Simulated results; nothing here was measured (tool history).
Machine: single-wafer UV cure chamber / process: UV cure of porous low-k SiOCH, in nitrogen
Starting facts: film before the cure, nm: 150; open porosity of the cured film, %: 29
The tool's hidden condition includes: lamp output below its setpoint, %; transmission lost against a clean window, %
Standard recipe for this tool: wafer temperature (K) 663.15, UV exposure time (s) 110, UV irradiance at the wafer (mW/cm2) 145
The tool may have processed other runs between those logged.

run,day,wafer temperature (K),UV exposure time (s),UV irradiance at the wafer (mW/cm2),wafers since the last listed run,hours since the UV bulbs were replaced,wafers since the quartz window was cleaned,loss of film thickness in the cure (%)
1,0.000,663.15,110,145,0,1511.0,1231,12.106
2,3.675,663.15,110,145,923,1599.2,2154,12.468
3,6.846,663.15,110,145,796,1675.3,2951,12.581
4,10.204,678.15,110,171,843,1755.9,3795,13.478
# day 14.383: quartz window cleaned
5,14.404,678.15,110,171,971,1856.7,4,13.538
6,15.925,678.15,110,171,382,1893.2,387,13.462
7,19.108,678.15,110,145,799,1969.6,1186,12.462
8,22.004,678.15,110,145,727,2039.1,1914,12.462
9,25.396,663.15,60,145,852,2120.5,2766,8.772
10,27.054,663.15,60,145,416,2160.3,3183,8.595
11,30.304,663.15,60,145,816,2238.3,4000,8.845
12,32.938,670.15,170,176,661,2301.5,4661,16.250
# day 34.004: quartz window cleaned
13,37.225,663.15,110,145,993,2404.4,809,12.211
14,39.258,663.15,75,131,510,2453.2,1320,9.192
# day 40.121: UV bulbs replaced
15,43.667,658.15,90,116,1023,85.1,2344,12.483
16,46.967,680.15,45,121,829,164.3,3173,8.870
17,48.742,663.15,110,145,446,206.9,3619,14.317
# day 51.550: quartz window cleaned
18,52.871,655.15,60,106,953,306.0,332,9.026
19,57.079,663.15,110,145,1057,407.0,1389,14.231
20,65.271,650.15,140,120,2058,603.6,3447,13.898
21,69.667,645.15,80,111,1104,709.1,4552,9.599
# day 71.275: quartz window cleaned
22,72.192,663.15,110,145,550,769.7,230,13.254
23,75.638,663.15,50,155,865,852.4,1096,8.967

For some of the steps in loss of film thickness in the cure (%) from one run to the next: how much would appear even if the tool had no hidden state, given the settings, what came in and random variation, and how much remains for the hidden state plus any gauge scatter that the measured result and the result without hidden state don't share?
Run 11 -> 12: wafer temperature (K) 663.15 -> 670.15, UV exposure time (s) 60 -> 170, UV irradiance at the wafer (mW/cm2) 145 -> 176. loss of film thickness in the cure (%) +7.405: hidden state -0.363, all else +7.768.
Run 14 -> 15: wafer temperature (K) 663.15 -> 658.15, UV exposure time (s) 75 -> 90, UV irradiance at the wafer (mW/cm2) 131 -> 116, UV bulbs replaced. loss of film thickness in the cure (%) +3.291: hidden state +2.594, all else +0.697.
Run 16 -> 17: wafer temperature (K) 680.15 -> 663.15, UV exposure time (s) 45 -> 110, UV irradiance at the wafer (mW/cm2) 121 -> 145. loss of film thickness in the cure (%) +5.447: hidden state -0.152, all else +5.599.
Run 19 -> 20: wafer temperature (K) 663.15 -> 650.15, UV exposure time (s) 110 -> 140, UV irradiance at the wafer (mW/cm2) 145 -> 120. loss of film thickness in the cure (%) -0.333: hidden state -0.378, all else +0.045.

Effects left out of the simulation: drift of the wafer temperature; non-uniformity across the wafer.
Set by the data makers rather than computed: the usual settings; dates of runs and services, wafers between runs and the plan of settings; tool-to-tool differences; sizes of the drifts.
